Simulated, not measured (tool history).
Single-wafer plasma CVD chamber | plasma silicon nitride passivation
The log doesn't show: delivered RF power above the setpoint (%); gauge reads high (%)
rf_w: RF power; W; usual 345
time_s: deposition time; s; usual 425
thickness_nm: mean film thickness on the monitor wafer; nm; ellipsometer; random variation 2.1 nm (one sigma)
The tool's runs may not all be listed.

run	hour	rf_w	time_s	wafers since the last listed run	hours since the last RF generator calibration	hours since the showerhead was replaced	hours since the gauge calibration	read-back reference wafer on the same gauge, thickness_nm	thickness_nm
1	0.0	375	473	0	1681.1	5656.2	1235.7	544.810	633.041
2	44.4	345	425	184	1725.5	5700.6	1280.1	545.077	549.007
3	90.4	345	425	191	1771.5	5746.6	1326.1	545.630	553.017
4	123.7	345	425	138	1804.8	5779.9	1359.4	544.490	548.021
5	155.8	345	425	133	1836.9	5812.0	1391.5	544.456	547.972
6	222.8	345	425	278	1903.9	5879.0	1458.5	545.251	547.952
7	265.0	345	377	175	1946.1	5921.2	1500.7	545.757	483.041
8	290.9	345	377	107	1972.0	5947.1	1526.6	544.646	486.642
9	316.2	345	372	105	1997.3	5972.4	1551.9	544.759	478.571
10	384.5	345	372	283	2065.6	6040.7	1620.2	545.414	476.446
11	417.0	345	487	135	2098.1	6073.2	1652.7	545.626	625.815
12	473.6	365	366	235	2154.7	6129.8	1709.3	545.059	481.578
# hour 494.7: gauge calibrated
# hour 495.8: showerhead replaced
# hour 527.1: RF generator calibrated
13	542.6	345	425	220	15.5	46.8	47.9	545.373	558.259
14	582.3	345	425	164	55.2	86.5	87.6	544.685	559.003
15	611.2	310	463	120	84.1	115.4	116.5	544.846	583.403
16	675.1	395	459	265	148.0	179.3	180.4	544.773	638.554
17	744.8	300	380	289	217.7	249.0	250.1	544.927	471.253
18	769.4	345	425	102	242.3	273.6	274.7	544.553	559.598
19	836.3	345	425	277	309.2	340.5	341.6	544.253	555.499
20	879.4	345	425	179	352.3	383.6	384.7	544.864	554.130
21	935.0	400	425	230	407.9	439.2	440.3	545.162	591.209
22	980.5	415	502	189	453.4	484.7	485.8	545.193	705.814
23	1017.3	345	391	152	490.2	521.5	522.6	544.970	510.425
24	1058.7	290	394	171	531.6	562.9	564.0	545.058	479.741
25	1088.1	410	425	122	561.0	592.3	593.4	544.822	595.489
26	1130.3	345	358	175	603.2	634.5	635.6	545.272	469.291

The next listed run, before its measurement:
27	1177.4	345	425	195	650.3	681.6	682.7	?	?

Run 27 gave read-back reference wafer on the same gauge, thickness_nm 544.738, thickness_nm 558.543 nm.
Without the tool's hidden state the same run would have given thickness_nm 562.003 nm.
